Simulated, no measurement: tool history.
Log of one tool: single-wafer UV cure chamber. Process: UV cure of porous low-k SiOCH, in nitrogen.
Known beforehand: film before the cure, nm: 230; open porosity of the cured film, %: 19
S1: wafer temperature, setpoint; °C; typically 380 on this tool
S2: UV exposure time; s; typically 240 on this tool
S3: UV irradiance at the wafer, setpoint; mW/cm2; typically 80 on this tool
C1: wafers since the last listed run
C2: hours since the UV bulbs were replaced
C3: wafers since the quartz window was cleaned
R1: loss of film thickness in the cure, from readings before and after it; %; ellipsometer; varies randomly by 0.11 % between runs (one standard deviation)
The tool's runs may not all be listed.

run	hour	S1	S2	S3	C1	C2	C3	R1
1	0	380	195	51	0	2062.1	783	7.735
2	31.5	380	240	80	409	2093.6	1192	10.439
3	82.1	380	240	80	657	2144.2	1850	10.069
# hour 118.8: quartz window cleaned
4	130.1	380	240	80	519	2192.2	147	10.503
5	163.2	380	240	80	430	2225.3	577	10.392
6	189	380	240	80	335	2251.1	912	10.335
7	221.5	380	240	80	422	2283.6	1335	10.107
8	248.1	380	240	80	345	2310.2	1680	9.929
9	292.2	380	240	80	573	2354.3	2253	9.676
# hour 327.2: quartz window cleaned
10	344.4	380	240	80	574	2406.5	223	10.617
11	429.3	380	305	80	1103	2491.4	1326	11.534
12	476.7	373	335	114	616	2538.8	1942	13.113
13	520.6	380	240	80	570	2582.7	2513	9.945
# hour 532.8: quartz window cleaned
14	648.3	372	310	69	1555	2710.4	1500	10.543
15	696.3	369	240	80	623	2758.4	2124	9.78
16	726.2	371	280	96	388	2788.3	2513	11.238
# hour 746.8: quartz window cleaned
# hour 749: UV bulbs replaced
17	788.4	367	170	80	676	39.4	512	8.627
18	848.7	380	240	80	783	99.7	1296	10.127
19	883.3	368	150	80	449	134.3	1745	7.942
20	922.8	364	160	100	513	173.8	2259	8.682
# hour 965.6: quartz window cleaned
21	985.7	380	240	80	713	236.7	260	10.528

What if the next run were any one of these 3? Each begins from the tool's condition after run 21:
A	986.1	396	240	80	5	237.1	265	?
B	986.1	380	240	100	5	237.1	265	?
C	986.1	368	355	94	5	237.1	265	?

run	R1
A	10.726
B	11.432
C	12.703
The same runs, with their run-to-run variation unchanged, on a tool lacking any hidden condition would have given:
run	R1
A	10.945
B	11.656
C	12.934
